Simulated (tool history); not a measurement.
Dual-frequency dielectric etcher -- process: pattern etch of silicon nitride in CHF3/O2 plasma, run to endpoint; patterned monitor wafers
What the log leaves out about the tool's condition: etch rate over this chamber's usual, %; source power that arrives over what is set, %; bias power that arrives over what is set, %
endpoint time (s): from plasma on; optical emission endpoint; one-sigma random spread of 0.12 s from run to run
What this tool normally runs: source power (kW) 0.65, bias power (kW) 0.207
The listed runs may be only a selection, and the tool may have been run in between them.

run,day,source power (kW),bias power (kW),wafers since the last listed run,hours since the last wet clean,hours since the last source power generator calibration,hours since the last bias power generator calibration,hours since the last upper electrode change,"incoming incoming film thickness, nm",endpoint time (s)
1,0,0.57,0.207,0,335.8,3865.3,3220.1,3303.8,68.8,40.8
2,0.354,0.65,0.207,104,344.3,3873.8,3228.6,3312.3,68.2,37.9
3,1.179,0.65,0.207,243,364.1,3893.6,3248.4,3332.1,68.7,38.4
4,1.996,0.65,0.207,240,383.7,3913.2,3268,3351.7,68.1,38.3
5,2.538,0.6,0.207,159,396.7,3926.2,3281,3364.7,68.3,39.1
6,3.138,0.76,0.207,176,411.1,3940.6,3295.4,3379.1,68.8,36
7,3.512,0.76,0.207,110,420.1,3949.6,3304.4,3388.1,68.7,35.8
8,3.921,0.53,0.207,120,429.9,3959.4,3314.2,3397.9,69.3,41.7
9,4.646,0.53,0.207,213,447.3,3976.8,3331.6,3415.3,68.9,41.5
# day 5.175: bias power generator calibrated
10,5.254,0.65,0.233,130,461.9,3991.4,1.9,3429.9,68.8,36.7
11,5.742,0.78,0.207,143,473.6,4003.1,13.6,3441.6,68.6,35.3
# day 6.638: source power generator calibrated
# day 7.338: upper electrode replaced
12,7.358,0.65,0.207,220,512.4,17.3,52.4,0.5,69,38.2
13,7.375,0.74,0.247,4,512.8,17.7,52.8,0.9,68.5,34
14,7.388,0.58,0.168,3,513.1,18,53.1,1.2,68.4,42.2
# day 8.579: wet clean of the chamber
15,8.6,0.71,0.19,62,0.5,47.1,82.2,30.3,69.3,39.9
16,8.617,0.6,0.207,4,0.9,47.5,82.6,30.7,68.4,41.1
17,9.196,0.65,0.207,170,14.8,61.4,96.5,44.6,69.6,40.1
18,9.829,0.65,0.226,186,30,76.6,111.7,59.8,69,38.8
19,10.304,0.6,0.164,140,41.4,88,123.1,71.2,68.7,44.3
20,10.925,0.57,0.173,183,56.3,102.9,138,86.1,69.1,44.7
21,11.462,0.61,0.254,158,69.2,115.8,150.9,99,69.3,38
22,11.862,0.65,0.207,117,78.8,125.4,160.5,108.6,69.2,39.9
23,12.238,0.65,0.161,110,87.8,134.4,169.5,117.6,69.9,43.8

Branching from run 23: 3 alternative next runs. What would each branch give?
A,12.254,0.65,0.178,4,88.2,134.8,169.9,118,68.8,?
B,12.254,0.72,0.207,4,88.2,134.8,169.9,118,68.8,?
C,12.254,0.55,0.179,4,88.2,134.8,169.9,118,68.8,?

run,endpoint time (s)
A,41.5
B,37.9
C,44.4
The same runs, with their run-to-run variation unchanged, on a tool lacking any hidden condition would have given:
run,endpoint time (s)
A,41.8
B,38.2
C,44.7

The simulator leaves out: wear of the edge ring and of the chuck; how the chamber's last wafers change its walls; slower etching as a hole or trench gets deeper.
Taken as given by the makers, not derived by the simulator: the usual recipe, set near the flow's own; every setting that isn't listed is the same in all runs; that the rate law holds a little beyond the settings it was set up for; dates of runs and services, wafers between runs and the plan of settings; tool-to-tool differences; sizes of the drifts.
